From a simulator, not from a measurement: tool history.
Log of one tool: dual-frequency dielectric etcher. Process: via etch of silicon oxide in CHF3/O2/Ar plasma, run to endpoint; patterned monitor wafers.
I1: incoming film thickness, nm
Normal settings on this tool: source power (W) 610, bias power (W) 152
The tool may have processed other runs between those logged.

{"run": 1, "hour": 0.0, "source power (W)": 610, "bias power (W)": 152, "I1": 506.2, "endpoint time (s)": 276.9}
{"run": 2, "hour": 24.2, "source power (W)": 610, "bias power (W)": 152, "I1": 501.2, "endpoint time (s)": 276.1}
{"run": 3, "hour": 90.1, "source power (W)": 610, "bias power (W)": 152, "I1": 507.6, "endpoint time (s)": 279.9}
{"hour": 145.8, "done": "wet clean of the chamber"}
{"run": 4, "hour": 146.3, "source power (W)": 610, "bias power (W)": 142, "I1": 503.6, "endpoint time (s)": 284.2}
{"run": 5, "hour": 190.4, "source power (W)": 670, "bias power (W)": 134, "I1": 506.3, "endpoint time (s)": 285.0}
{"run": 6, "hour": 257.3, "source power (W)": 670, "bias power (W)": 134, "I1": 507.4, "endpoint time (s)": 285.3}
{"run": 7, "hour": 324.1, "source power (W)": 670, "bias power (W)": 134, "I1": 504.0, "endpoint time (s)": 283.2}
{"run": 8, "hour": 378.9, "source power (W)": 610, "bias power (W)": 141, "I1": 503.7, "endpoint time (s)": 287.7}
{"run": 9, "hour": 421.5, "source power (W)": 610, "bias power (W)": 141, "I1": 507.3, "endpoint time (s)": 290.8}
{"hour": 451.8, "done": "upper electrode replaced"}
{"run": 10, "hour": 478.3, "source power (W)": 610, "bias power (W)": 141, "I1": 508.5, "endpoint time (s)": 293.1}
{"run": 11, "hour": 538.5, "source power (W)": 610, "bias power (W)": 167, "I1": 507.1, "endpoint time (s)": 265.1}
{"hour": 611.5, "done": "wet clean of the chamber"}
{"run": 12, "hour": 612.0, "source power (W)": 520, "bias power (W)": 134, "I1": 507.0, "endpoint time (s)": 313.8}
{"run": 13, "hour": 635.5, "source power (W)": 520, "bias power (W)": 134, "I1": 507.9, "endpoint time (s)": 315.9}
{"run": 14, "hour": 678.2, "source power (W)": 490, "bias power (W)": 169, "I1": 505.8, "endpoint time (s)": 283.9}
{"run": 15, "hour": 719.4, "source power (W)": 550, "bias power (W)": 171, "I1": 504.5, "endpoint time (s)": 270.0}
{"run": 16, "hour": 754.1, "source power (W)": 610, "bias power (W)": 152, "I1": 505.2, "endpoint time (s)": 275.2}
{"run": 17, "hour": 794.9, "source power (W)": 610, "bias power (W)": 152, "I1": 510.3, "endpoint time (s)": 280.3}
{"hour": 815.8, "done": "source power generator calibrated"}
{"run": 18, "hour": 827.9, "source power (W)": 610, "bias power (W)": 152, "I1": 515.9, "endpoint time (s)": 282.9}
{"hour": 866.4, "done": "bias power generator calibrated"}
{"run": 19, "hour": 875.4, "source power (W)": 710, "bias power (W)": 168, "I1": 505.2, "endpoint time (s)": 246.9}
{"run": 20, "hour": 915.7, "source power (W)": 610, "bias power (W)": 152, "I1": 502.8, "endpoint time (s)": 275.9}
{"run": 21, "hour": 947.7, "source power (W)": 490, "bias power (W)": 176, "I1": 497.8, "endpoint time (s)": 276.8}
{"run": 22, "hour": 991.6, "source power (W)": 670, "bias power (W)": 127, "I1": 508.4, "endpoint time (s)": 295.8}
{"run": 23, "hour": 1040.8, "source power (W)": 480, "bias power (W)": 152, "I1": 506.2, "endpoint time (s)": 307.4}
{"run": 24, "hour": 1076.8, "source power (W)": 610, "bias power (W)": 152, "I1": 503.7, "endpoint time (s)": 277.5}
{"run": 25, "hour": 1129.7, "source power (W)": 460, "bias power (W)": 168, "I1": 506.3, "endpoint time (s)": 299.1}
{"hour": 1188.1, "done": "wet clean of the chamber"}
{"run": 26, "hour": 1188.6, "source power (W)": 560, "bias power (W)": 133, "I1": 505.9, "endpoint time (s)": 305.8}

Hidden state or all else? Some run-to-run changes of endpoint time (s), split into what the settings, what came in and random variation would give without the hidden state, and what is left for the hidden state (with any gauge scatter that isn't in both results):
What the log doesn't record here: etch rate over this chamber's usual, %; source power that arrives over what is set, %; bias power that arrives over what is set, %.
Run 11 -> 12: source power (W) 610 -> 520, bias power (W) 167 -> 134, wet clean of the chamber. endpoint time (s) +48.7: hidden state -4.1, all else +52.8.
Run 18 -> 19: source power (W) 610 -> 710, bias power (W) 152 -> 168, bias power generator calibrated. endpoint time (s) -36.0: hidden state +0.3, all else -36.3.
Run 25 -> 26: source power (W) 460 -> 560, bias power (W) 168 -> 133, wet clean of the chamber. endpoint time (s) +6.7: hidden state -5.2, all else +11.9.

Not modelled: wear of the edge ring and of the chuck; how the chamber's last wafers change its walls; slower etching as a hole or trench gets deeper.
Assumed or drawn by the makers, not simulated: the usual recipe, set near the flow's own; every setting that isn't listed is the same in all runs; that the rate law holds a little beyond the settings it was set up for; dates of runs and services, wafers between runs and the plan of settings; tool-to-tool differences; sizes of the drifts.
